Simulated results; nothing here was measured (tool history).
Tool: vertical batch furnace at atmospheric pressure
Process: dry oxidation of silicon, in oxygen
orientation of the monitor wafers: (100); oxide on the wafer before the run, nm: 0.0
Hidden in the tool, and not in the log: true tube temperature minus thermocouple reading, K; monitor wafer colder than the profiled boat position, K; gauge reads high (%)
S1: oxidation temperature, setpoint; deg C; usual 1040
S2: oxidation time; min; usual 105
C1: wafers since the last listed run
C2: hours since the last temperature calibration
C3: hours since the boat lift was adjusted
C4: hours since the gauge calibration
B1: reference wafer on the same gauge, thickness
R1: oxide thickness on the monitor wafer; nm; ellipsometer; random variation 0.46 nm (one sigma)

{"run": 1, "hour": 0.0, "S1": 1040, "S2": 105, "C1": 0, "C2": 2490.4, "C3": 3239.1, "C4": 1404.1, "B1": 93.01, "R1": 97.22}
{"run": 2, "hour": 66.0, "S1": 1040, "S2": 105, "C1": 925, "C2": 2556.4, "C3": 3305.1, "C4": 1470.1, "B1": 92.98, "R1": 96.21}
{"run": 3, "hour": 133.6, "S1": 1040, "S2": 137, "C1": 947, "C2": 2624, "C3": 3372.7, "C4": 1537.7, "B1": 93.05, "R1": 116.29}
{"run": 4, "hour": 160.0, "S1": 1040, "S2": 137, "C1": 370, "C2": 2650.4, "C3": 3399.1, "C4": 1564.1, "B1": 93.05, "R1": 116.34}
{"run": 5, "hour": 216.8, "S1": 1040, "S2": 137, "C1": 796, "C2": 2707.2, "C3": 3455.9, "C4": 1620.9, "B1": 93, "R1": 115.22}
{"run": 6, "hour": 287.8, "S1": 1040, "S2": 73.5, "C1": 995, "C2": 2778.2, "C3": 3526.9, "C4": 1691.9, "B1": 92.96, "R1": 76.73}
{"run": 7, "hour": 338.6, "S1": 1040, "S2": 105, "C1": 712, "C2": 2829, "C3": 3577.7, "C4": 1742.7, "B1": 92.95, "R1": 96.43}
{"hour": 411.3, "done": "thermocouples replaced and temperature profile calibrated"}
{"run": 8, "hour": 411.8, "S1": 1040, "S2": 105, "C1": 689, "C2": 0.5, "C3": 3650.9, "C4": 1815.9, "B1": 92.99, "R1": 96.24}
{"run": 9, "hour": 432.7, "S1": 1040, "S2": 126, "C1": 293, "C2": 21.4, "C3": 3671.8, "C4": 1836.8, "B1": 92.97, "R1": 109.07}
{"run": 10, "hour": 503.4, "S1": 1040, "S2": 105, "C1": 991, "C2": 92.1, "C3": 3742.5, "C4": 1907.5, "B1": 93.04, "R1": 96.87}
{"run": 11, "hour": 558.6, "S1": 1040, "S2": 105, "C1": 773, "C2": 147.3, "C3": 3797.7, "C4": 1962.7, "B1": 93.08, "R1": 96.13}
{"run": 12, "hour": 596.4, "S1": 1040, "S2": 105, "C1": 529, "C2": 185.1, "C3": 3835.5, "C4": 2000.5, "B1": 92.95, "R1": 96.9}
{"run": 13, "hour": 643.8, "S1": 1040, "S2": 105, "C1": 664, "C2": 232.5, "C3": 3882.9, "C4": 2047.9, "B1": 92.99, "R1": 96.81}
{"run": 14, "hour": 688.2, "S1": 1040, "S2": 105, "C1": 622, "C2": 276.9, "C3": 3927.3, "C4": 2092.3, "B1": 92.92, "R1": 95.87}
{"run": 15, "hour": 740.7, "S1": 1040, "S2": 105, "C1": 736, "C2": 329.4, "C3": 3979.8, "C4": 2144.8, "B1": 93.03, "R1": 96.68}
{"run": 16, "hour": 772.9, "S1": 1040, "S2": 93.5, "C1": 451, "C2": 361.6, "C3": 4012, "C4": 2177, "B1": 93.1, "R1": 89.62}
{"hour": 841.6, "done": "boat lift adjusted"}
{"run": 17, "hour": 842.1, "S1": 1054, "S2": 150, "C1": 633, "C2": 430.8, "C3": 0.5, "C4": 2246.2, "B1": 93.15, "R1": 141.42}
{"run": 18, "hour": 871.8, "S1": 1024, "S2": 53.5, "C1": 416, "C2": 460.5, "C3": 30.2, "C4": 2275.9, "B1": 92.93, "R1": 55.88}
{"run": 19, "hour": 924.2, "S1": 1050, "S2": 91.5, "C1": 734, "C2": 512.9, "C3": 82.6, "C4": 2328.3, "B1": 93.12, "R1": 98.44}
{"run": 20, "hour": 977.2, "S1": 1056, "S2": 145.5, "C1": 743, "C2": 565.9, "C3": 135.6, "C4": 2381.3, "B1": 93.01, "R1": 140.7}
{"run": 21, "hour": 1036.5, "S1": 1040, "S2": 105, "C1": 831, "C2": 625.2, "C3": 194.9, "C4": 2440.6, "B1": 93.01, "R1": 98.77}
{"hour": 1042.4, "done": "gauge calibrated"}
{"run": 22, "hour": 1107.1, "S1": 1050, "S2": 82, "C1": 989, "C2": 695.8, "C3": 265.5, "C4": 64.7, "B1": 93.09, "R1": 92.17}
{"run": 23, "hour": 1152.0, "S1": 1050, "S2": 82, "C1": 629, "C2": 740.7, "C3": 310.4, "C4": 109.6, "B1": 92.95, "R1": 91.4}
{"run": 24, "hour": 1183.7, "S1": 1047, "S2": 157.5, "C1": 444, "C2": 772.4, "C3": 342.1, "C4": 141.3, "B1": 92.94, "R1": 137.15}
{"run": 25, "hour": 1228.4, "S1": 1053, "S2": 105, "C1": 626, "C2": 817.1, "C3": 386.8, "C4": 186, "B1": 92.99, "R1": 110.23}
{"run": 26, "hour": 1280.6, "S1": 1060, "S2": 105, "C1": 731, "C2": 869.3, "C3": 439, "C4": 238.2, "B1": 92.92, "R1": 116.31}
{"run": 27, "hour": 1313.5, "S1": 1040, "S2": 105, "C1": 461, "C2": 902.2, "C3": 471.9, "C4": 271.1, "B1": 92.97, "R1": 99.3}
{"run": 28, "hour": 1372.2, "S1": 1022, "S2": 134, "C1": 823, "C2": 960.9, "C3": 530.6, "C4": 329.8, "B1": 93.04, "R1": 99.03}
{"run": 29, "hour": 1434.0, "S1": 1057, "S2": 105, "C1": 866, "C2": 1022.7, "C3": 592.4, "C4": 391.6, "B1": 93.01, "R1": 113.24}
{"run": 30, "hour": 1487.5, "S1": 1055, "S2": 105, "C1": 750, "C2": 1076.2, "C3": 645.9, "C4": 445.1, "B1": 92.96, "R1": 112.13}
{"run": 31, "hour": 1520.4, "S1": 1049, "S2": 84.5, "C1": 461, "C2": 1109.1, "C3": 678.8, "C4": 478, "B1": 93.08, "R1": 91.37}
{"run": 32, "hour": 1565.8, "S1": 1032, "S2": 84, "C1": 636, "C2": 1154.5, "C3": 724.2, "C4": 523.4, "B1": 93.07, "R1": 79.31}
{"run": 33, "hour": 1621.8, "S1": 1040, "S2": 105, "C1": 785, "C2": 1210.5, "C3": 780.2, "C4": 579.4, "B1": 93.1, "R1": 99.25}
{"run": 34, "hour": 1685.0, "S1": 1040, "S2": 105, "C1": 886, "C2": 1273.7, "C3": 843.4, "C4": 642.6, "B1": 92.94, "R1": 99.01}
{"run": 35, "hour": 1748.2, "S1": 1040, "S2": 105, "C1": 886, "C2": 1336.9, "C3": 906.6, "C4": 705.8, "B1": 92.92, "R1": 99.11}
{"run": 36, "hour": 1805.7, "S1": 1059, "S2": 134, "C1": 806, "C2": 1394.4, "C3": 964.1, "C4": 763.3, "B1": 92.98, "R1": 134.41}
{"run": 37, "hour": 1875.8, "S1": 1031, "S2": 135, "C1": 982, "C2": 1464.5, "C3": 1034.2, "C4": 833.4, "B1": 93.05, "R1": 107.74}
{"run": 38, "hour": 1916.8, "S1": 1040, "S2": 105, "C1": 574, "C2": 1505.5, "C3": 1075.2, "C4": 874.4, "B1": 92.96, "R1": 98.27}
{"run": 39, "hour": 1966.0, "S1": 1031, "S2": 68, "C1": 689, "C2": 1554.7, "C3": 1124.4, "C4": 923.6, "B1": 93, "R1": 68.4}

What the log doesn't show, run by run:
true tube temperature minus thermocouple reading, K: 0 in every run
gauge reads high (%): 0 in every run
H1: monitor wafer colder than the profiled boat position, K
run=1 H1=4.21
run=2 H1=4.23
run=3 H1=4.24
run=4 H1=4.25
run=5 H1=4.26
run=6 H1=4.28
run=7 H1=4.29
run=8 H1=4.31
run=9 H1=4.31
run=10 H1=4.32
run=11 H1=4.34
run=12 H1=4.34
run=13 H1=4.35
run=14 H1=4.36
run=15 H1=4.37
run=16 H1=4.37
run=17 H1=0.0666
run=18 H1=0.16
run=19 H1=0.319
run=20 H1=0.474
run=21 H1=0.641
run=22 H1=0.829
run=23 H1=0.944
run=24 H1=1.02
run=25 H1=1.13
run=26 H1=1.25
run=27 H1=1.33
run=28 H1=1.45
run=29 H1=1.58
run=30 H1=1.69
run=31 H1=1.75
run=32 H1=1.84
run=33 H1=1.94
run=34 H1=2.05
run=35 H1=2.15
run=36 H1=2.24
run=37 H1=2.35
run=38 H1=2.4
run=39 H1=2.47

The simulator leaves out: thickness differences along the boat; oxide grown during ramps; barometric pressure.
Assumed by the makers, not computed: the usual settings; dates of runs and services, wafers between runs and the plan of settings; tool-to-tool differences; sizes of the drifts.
